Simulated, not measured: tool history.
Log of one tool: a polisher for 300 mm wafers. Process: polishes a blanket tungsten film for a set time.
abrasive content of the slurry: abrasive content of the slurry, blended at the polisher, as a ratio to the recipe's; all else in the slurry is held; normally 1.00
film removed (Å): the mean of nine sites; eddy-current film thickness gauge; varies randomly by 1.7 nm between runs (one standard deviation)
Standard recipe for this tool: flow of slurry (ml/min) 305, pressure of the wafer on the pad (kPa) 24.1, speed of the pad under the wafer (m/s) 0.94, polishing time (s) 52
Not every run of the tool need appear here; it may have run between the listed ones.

run	hour	flow of slurry (ml/min)	pressure of the wafer on the pad (kPa)	speed of the pad under the wafer (m/s)	abrasive content of the slurry	polishing time (s)	incoming thickness of the incoming film, nm	film removed (Å)
1	0.0	305	24.1	0.94	0.80	52	1229.3	2398
2	10.2	305	24.1	0.94	0.80	52	1222.4	2411
3	21.6	305	24.1	0.94	0.80	52	1211.3	2412
4	37.6	305	24.1	1.08	0.75	52	1208.3	2738
5	49.4	305	24.1	1.08	0.75	52	1238.2	2679
6	62.8	305	24.1	0.94	1.00	52	1203.6	2453
7	71.9	305	24.1	0.94	1.00	52	1226.6	2460
8	80.2	305	24.1	0.94	1.00	52	1226.8	2452
9	87.7	305	24.1	0.78	1.00	52	1221.3	2022
10	104.7	305	24.1	0.78	1.00	52	1215.6	2020
11	119.2	305	24.1	0.78	1.00	52	1221.9	1989
12	125.7	305	24.1	0.94	1.00	52	1221.3	2389
13	133.6	305	24.1	0.94	1.00	52	1239.7	2393
14	145.9	245	24.1	0.94	0.75	43	1208.6	1960
15	154.7	305	17.9	0.94	1.00	65	1238.5	2369
16	162.2	255	20.0	0.70	0.85	52	1201.1	1488
17	177.5	305	28.3	0.94	1.00	52	1198.2	2970
18	191.5	305	24.1	0.94	1.00	66	1211.0	3180
19	206.2	305	24.1	0.94	1.00	36	1220.6	1694
20	214.0	305	29.6	0.94	1.00	69	1235.4	4000
21	229.2	305	24.1	0.94	1.30	52	1205.3	2625
22	239.7	305	17.9	0.94	1.00	52	1217.1	1838
23	252.3	305	24.1	0.94	1.10	52	1230.8	2506

Between the runs listed above, the log contained 8 entries, not reproduced here. Where in the sequence does each belong, and how does what the log doesn't record of the tool's condition differ from the listed run before to the listed run after?
After run 2, before run 3: worn pad replaced by a new one (hour 17.3)
  peroxide lost from the slurry, %: 3.89 -> 5.07
  measured value less the no-hidden-state value, film removed (Å): -37 -> -48
After run 7, before run 8: worn pad replaced by a new one (hour 78.4)
  peroxide lost from the slurry, %: 10.3 -> 11.1
  measured value less the no-hidden-state value, film removed (Å): -104 -> -113
After run 13, before run 14: slurry tank refilled with fresh slurry and peroxide (hour 136.2); worn pad replaced by a new one (hour 143.9)
  peroxide lost from the slurry, %: 16.6 -> 1.9
  measured value less the no-hidden-state value, film removed (Å): -175 -> -14
After run 16, before run 17: slurry nozzle cleaned (hour 174.2)
  peroxide lost from the slurry, %: 3.58 -> 5.16
  measured value less the no-hidden-state value, film removed (Å): -21 -> -60
After run 17, before run 18: slurry blender recalibrated (hour 180.4); head pressure recalibrated (hour 185.5)
  peroxide lost from the slurry, %: 5.16 -> 6.6
  measured value less the no-hidden-state value, film removed (Å): -60 -> -84
After run 18, before run 19: worn pad replaced by a new one (hour 205.7)
  peroxide lost from the slurry, %: 6.6 -> 8.11
  measured value less the no-hidden-state value, film removed (Å): -84 -> -56

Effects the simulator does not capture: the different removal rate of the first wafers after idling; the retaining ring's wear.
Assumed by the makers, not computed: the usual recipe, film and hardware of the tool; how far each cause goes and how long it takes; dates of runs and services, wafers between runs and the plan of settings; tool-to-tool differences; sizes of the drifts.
